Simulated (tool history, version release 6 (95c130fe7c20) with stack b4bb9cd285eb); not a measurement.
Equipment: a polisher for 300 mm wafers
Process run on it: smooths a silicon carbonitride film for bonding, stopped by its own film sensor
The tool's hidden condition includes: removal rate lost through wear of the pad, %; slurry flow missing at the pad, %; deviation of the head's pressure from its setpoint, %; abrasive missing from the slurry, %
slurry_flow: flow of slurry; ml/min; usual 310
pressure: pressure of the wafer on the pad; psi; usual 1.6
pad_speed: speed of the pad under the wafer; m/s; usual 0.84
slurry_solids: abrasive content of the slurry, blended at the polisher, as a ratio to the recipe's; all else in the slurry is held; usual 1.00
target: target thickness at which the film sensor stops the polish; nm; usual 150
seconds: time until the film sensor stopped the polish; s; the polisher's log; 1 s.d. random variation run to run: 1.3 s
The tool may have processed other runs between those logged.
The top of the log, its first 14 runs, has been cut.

run	day	slurry_flow	pressure	pad_speed	slurry_solids	target	wafers since the last listed run	wafers polished on this pad	hours since the slurry nozzle was cleaned	hours since the head pressure was calibrated	hours since the slurry blender was calibrated	incoming thickness of the incoming film, nm	seconds
15	42.246	410	1.8	0.84	0.70	154	1016	5956	256.2	940.7	387.3	170.8	106.5
16	44.962	310	1.6	0.68	1.00	145	625	6582	321.4	1005.9	452.5	170.7	178.7
# day 46.208: worn pad replaced by a new one
17	46.842	255	1.6	0.98	1.00	150	394	145	366.5	1051.0	497.6	169.1	107.0
# day 47.004: head pressure recalibrated
18	50.692	230	1.6	0.84	1.00	144	867	1012	458.9	88.5	590.0	168.7	144.7
# day 53.754: slurry blender recalibrated
# day 54.075: slurry nozzle cleaned
19	54.733	310	1.6	0.74	1.00	150	901	1914	15.8	185.5	23.5	170.9	120.2
20	57.538	310	1.6	0.84	1.00	150	645	2560	83.1	252.8	90.8	172.5	123.2
21	61.567	310	1.6	0.84	1.10	150	927	3488	179.8	349.5	187.5	168.5	96.8
# day 72.250: worn pad replaced by a new one
22	72.746	310	1.6	0.84	1.00	150	2535	114	448.1	617.8	455.8	167.9	105.4
23	75.533	310	2.1	0.84	0.90	150	641	756	515.0	684.7	522.7	170.7	105.3
# day 78.596: slurry nozzle cleaned
24	78.967	255	1.8	0.84	0.75	150	781	1537	8.9	767.1	605.1	171.0	130.4
# day 79.921: slurry blender recalibrated
25	82.567	210	1.4	0.66	1.00	145	809	2347	95.3	853.5	63.5	167.6	172.4
26	85.917	310	1.6	0.66	1.00	150	771	3118	175.7	933.9	143.9	170.4	137.7
27	89.092	210	1.6	0.84	1.00	150	731	3849	251.9	1010.1	220.1	169.9	127.1
28	91.604	310	1.6	0.84	1.00	150	578	4428	312.2	1070.4	280.4	171.7	129.9
# day 92.796: head pressure recalibrated
29	95.800	310	1.6	0.84	1.00	150	947	5375	412.9	72.1	381.1	169.1	107.4
# day 97.871: worn pad replaced by a new one
30	97.883	310	1.4	0.72	0.70	150	441	2	462.9	122.1	431.1	171.1	174.1

3 ways to go on from here, each from the tool as it stands after run 30. What would each give?
A	97.904	310	1.6	1.04	1.00	150	4	7	463.4	122.6	431.6	167.9	?
B	97.904	310	1.0	0.66	1.15	150	4	7	463.4	122.6	431.6	167.9	?
C	97.904	310	1.3	0.76	0.85	146	4	7	463.4	122.6	431.6	167.9	?

run	seconds
A	89.1
B	154.1
C	168.3
With no hidden state in the tool, these same runs would have given:
run	seconds
A	83.5
B	144.5
C	157.8

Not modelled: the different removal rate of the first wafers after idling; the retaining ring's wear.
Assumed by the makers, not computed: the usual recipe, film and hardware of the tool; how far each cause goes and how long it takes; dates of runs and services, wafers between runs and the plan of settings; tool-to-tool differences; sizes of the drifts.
